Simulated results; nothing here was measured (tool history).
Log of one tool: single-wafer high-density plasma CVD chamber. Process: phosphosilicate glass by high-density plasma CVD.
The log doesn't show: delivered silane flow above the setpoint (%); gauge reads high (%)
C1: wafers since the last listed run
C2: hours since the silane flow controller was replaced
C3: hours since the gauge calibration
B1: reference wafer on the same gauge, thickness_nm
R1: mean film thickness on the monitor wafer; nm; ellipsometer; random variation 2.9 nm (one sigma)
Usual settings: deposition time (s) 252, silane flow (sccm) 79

run 1 day=0 | deposition_time_(s)=252 silane_flow_(sccm)=68 | C1=0 C2=3936.2 C3=55.9 | B1=1825.171 | R1=1766.407
run 2 day=0.721 | deposition_time_(s)=252 silane_flow_(sccm)=68 | C1=83 C2=3953.5 C3=73.2 | B1=1824.132 | R1=1759.304
run 3 day=1.454 | deposition_time_(s)=252 silane_flow_(sccm)=68 | C1=85 C2=3971.1 C3=90.8 | B1=1822.218 | R1=1760.946
run 4 day=2.729 | deposition_time_(s)=252 silane_flow_(sccm)=79 | C1=148 C2=4001.7 C3=121.4 | B1=1820.626 | R1=1929.236
-- day=2.925 gauge calibrated
run 5 day=3.329 | deposition_time_(s)=252 silane_flow_(sccm)=79 | C1=69 C2=4016.1 C3=9.7 | B1=1828.306 | R1=1936.508
run 6 day=3.625 | deposition_time_(s)=252 silane_flow_(sccm)=79 | C1=34 C2=4023.2 C3=16.8 | B1=1827.846 | R1=1931.408
run 7 day=4.333 | deposition_time_(s)=252 silane_flow_(sccm)=79 | C1=82 C2=4040.2 C3=33.8 | B1=1826.567 | R1=1931.521
run 8 day=4.658 | deposition_time_(s)=252 silane_flow_(sccm)=79 | C1=37 C2=4048 C3=41.6 | B1=1825.574 | R1=1928.084
-- day=5.271 silane flow controller replaced
run 9 day=5.388 | deposition_time_(s)=252 silane_flow_(sccm)=79 | C1=45 C2=2.8 C3=59.1 | B1=1823.775 | R1=1934.091
run 10 day=5.712 | deposition_time_(s)=252 silane_flow_(sccm)=79 | C1=37 C2=10.6 C3=66.9 | B1=1823.753 | R1=1930.36
run 11 day=6.05 | deposition_time_(s)=282 silane_flow_(sccm)=84 | C1=39 C2=18.7 C3=75 | B1=1823.02 | R1=2244.782
run 12 day=7.067 | deposition_time_(s)=252 silane_flow_(sccm)=79 | C1=118 C2=43.1 C3=99.4 | B1=1821.831 | R1=1921.942
run 13 day=7.671 | deposition_time_(s)=282 silane_flow_(sccm)=92 | C1=70 C2=57.6 C3=113.9 | B1=1820.239 | R1=2373.219
-- day=7.979 gauge calibrated
run 14 day=8.175 | deposition_time_(s)=231 silane_flow_(sccm)=75 | C1=58 C2=69.7 C3=4.7 | B1=1830.099 | R1=1723.989
run 15 day=8.758 | deposition_time_(s)=252 silane_flow_(sccm)=79 | C1=67 C2=83.7 C3=18.7 | B1=1830.067 | R1=1937.182
run 16 day=9.296 | deposition_time_(s)=266 silane_flow_(sccm)=79 | C1=62 C2=96.6 C3=31.6 | B1=1828.896 | R1=2043.327
run 17 day=9.896 | deposition_time_(s)=211 silane_flow_(sccm)=88 | C1=69 C2=111 C3=46 | B1=1827.435 | R1=1734.149
run 18 day=10.442 | deposition_time_(s)=273 silane_flow_(sccm)=73 | C1=63 C2=124.1 C3=59.1 | B1=1826.376 | R1=2001.304
run 19 day=11.062 | deposition_time_(s)=220 silane_flow_(sccm)=64 | C1=72 C2=139 C3=74 | B1=1826.376 | R1=1492.535

5 ways to go on from here, each from the tool as it stands after run 19. What would each give?
run A day=11.083 | deposition_time_(s)=252 silane_flow_(sccm)=79 | C1=2 C2=139.5 C3=74.5 | B1=? | R1=?
run B day=11.083 | deposition_time_(s)=285 silane_flow_(sccm)=64 | C1=2 C2=139.5 C3=74.5 | B1=? | R1=?
run C day=11.083 | deposition_time_(s)=218 silane_flow_(sccm)=79 | C1=2 C2=139.5 C3=74.5 | B1=? | R1=?
run D day=11.083 | deposition_time_(s)=286 silane_flow_(sccm)=79 | C1=2 C2=139.5 C3=74.5 | B1=? | R1=?
run E day=11.083 | deposition_time_(s)=290 silane_flow_(sccm)=65 | C1=2 C2=139.5 C3=74.5 | B1=? | R1=?

run=A B1=1825.428 R1=1930.322
run=B B1=1825.428 R1=1923.877
run=C B1=1825.428 R1=1669.881
run=D B1=1825.428 R1=2190.762
run=E B1=1825.428 R1=1975.214
Without the tool's hidden state the same runs would have given:
run=A R1=1935.001
run=B R1=1928.541
run=C R1=1673.93
run=D R1=2196.073
run=E R1=1980.003
